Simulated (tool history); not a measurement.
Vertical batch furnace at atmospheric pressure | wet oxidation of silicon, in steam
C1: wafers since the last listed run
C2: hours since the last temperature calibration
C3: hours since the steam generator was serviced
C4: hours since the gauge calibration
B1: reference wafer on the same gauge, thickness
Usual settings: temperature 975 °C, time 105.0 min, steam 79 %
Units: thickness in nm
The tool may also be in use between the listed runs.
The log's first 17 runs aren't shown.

Run 18, hour 387.7: usual settings but temperature 987 °C, time 142.0 min, steam 87 %; C1 242; C2 2802.4; C3 166.0; C4 145.9; B1 412.98. Result: thickness 674.87 nm.
Run 19, hour 417.0: usual settings; C1 329; C2 2831.7; C3 195.3; C4 175.2; B1 413.11. Result: thickness 496.07 nm.
Run 20, hour 429.3: usual settings but time 135.5 min; C1 138; C2 2844.0; C3 207.6; C4 187.5; B1 413.04. Result: thickness 581.42 nm.
At hour 465.2: thermocouples replaced and temperature profile calibrated.
Run 21, hour 465.7: usual settings but temperature 966 °C; C1 139; C2 0.5; C3 244.0; C4 223.9; B1 413.06. Result: thickness 470.65 nm.
Run 22, hour 471.6: usual settings but temperature 982 °C; C1 66; C2 6.4; C3 249.9; C4 229.8; B1 412.94. Result: thickness 518.53 nm.
Run 23, hour 489.8: usual settings but temperature 955 °C, time 75.0 min; C1 204; C2 24.6; C3 268.1; C4 248.0; B1 412.89. Result: thickness 352.21 nm.
Run 24, hour 519.9: usual settings; C1 338; C2 54.7; C3 298.2; C4 278.1; B1 412.88. Result: thickness 498.21 nm.
Run 25, hour 541.9: usual settings but time 56.5 min, steam 68 %; C1 247; C2 76.7; C3 320.2; C4 300.1; B1 412.92. Result: thickness 304.49 nm.
Run 26, hour 575.0: usual settings but temperature 998 °C, time 133.5 min, steam 89 %; C1 372; C2 109.8; C3 353.3; C4 333.2; B1 412.91. Result: thickness 695.07 nm.
Run 27, hour 602.9: usual settings but time 75.5 min, steam 91 %; C1 313; C2 137.7; C3 381.2; C4 361.1; B1 413.01. Result: thickness 441.24 nm.
Run 28, hour 633.5: usual settings but time 119.0 min, steam 73 %; C1 344; C2 168.3; C3 411.8; C4 391.7; B1 412.92. Result: thickness 509.84 nm.
Run 29, hour 666.5: usual settings but temperature 967 °C, time 66.5 min, steam 87 %; C1 371; C2 201.3; C3 444.8; C4 424.7; B1 413.02. Result: thickness 375.85 nm.
Run 30, hour 682.6: usual settings but steam 84 %; C1 181; C2 217.4; C3 460.9; C4 440.8; B1 413.01. Result: thickness 515.46 nm.
Run 31, hour 717.6: usual settings but temperature 993 °C, steam 73 %; C1 393; C2 252.4; C3 495.9; C4 475.8; B1 413.08. Result: thickness 523.91 nm.
Run 32, hour 745.3: usual settings but time 131.5 min, steam 89 %; C1 311; C2 280.1; C3 523.6; C4 503.5; B1 413.02. Result: thickness 612.32 nm.
Run 33, hour 823.5: usual settings but steam 67 %; C1 879; C2 358.3; C3 601.8; C4 581.7; B1 412.89. Result: thickness 446.35 nm.
Run 34, hour 912.1: usual settings but steam 82 %; C1 996; C2 446.9; C3 690.4; C4 670.3; B1 413.22. Result: thickness 507.21 nm.
Run 35, hour 939.1: usual settings but temperature 991 °C, time 142.0 min; C1 303; C2 473.9; C3 717.4; C4 697.3; B1 412.84. Result: thickness 644.35 nm.
Run 36, hour 952.8: usual settings; C1 154; C2 487.6; C3 731.1; C4 711.0; B1 412.94. Result: thickness 494.15 nm.
Run 37, hour 976.6: usual settings but temperature 982 °C; C1 267; C2 511.4; C3 754.9; C4 734.8; B1 413.02. Result: thickness 514.78 nm.
Run 38, hour 990.6: usual settings but steam 91 %; C1 157; C2 525.4; C3 768.9; C4 748.8; B1 412.91. Result: thickness 540.57 nm.
Run 39, hour 1013.8: usual settings but temperature 961 °C, time 59.5 min, steam 70 %; C1 260; C2 548.6; C3 792.1; C4 772.0; B1 412.97. Result: thickness 288.85 nm.

Forecast each of these 3 alternatives for the next run:
Run A, hour 1019.8: usual settings; C1 67; C2 554.6; C3 798.1; C4 778.0; B1 ?. Result: thickness ?.
Run B, hour 1019.8: usual settings but time 146.0 min, steam 87 %; C1 67; C2 554.6; C3 798.1; C4 778.0; B1 ?. Result: thickness ?.
Run C, hour 1019.8: usual settings but temperature 993 °C, time 127.5 min, steam 87 %; C1 67; C2 554.6; C3 798.1; C4 778.0; B1 ?. Result: thickness ?.

run      B1  thickness
  A  413.05     495.97
  B  413.05     642.62
  C  413.05     650.45
Without the tool's hidden state the same runs would have given:
run  thickness
  A     503.05
  B     651.51
  C     659.25

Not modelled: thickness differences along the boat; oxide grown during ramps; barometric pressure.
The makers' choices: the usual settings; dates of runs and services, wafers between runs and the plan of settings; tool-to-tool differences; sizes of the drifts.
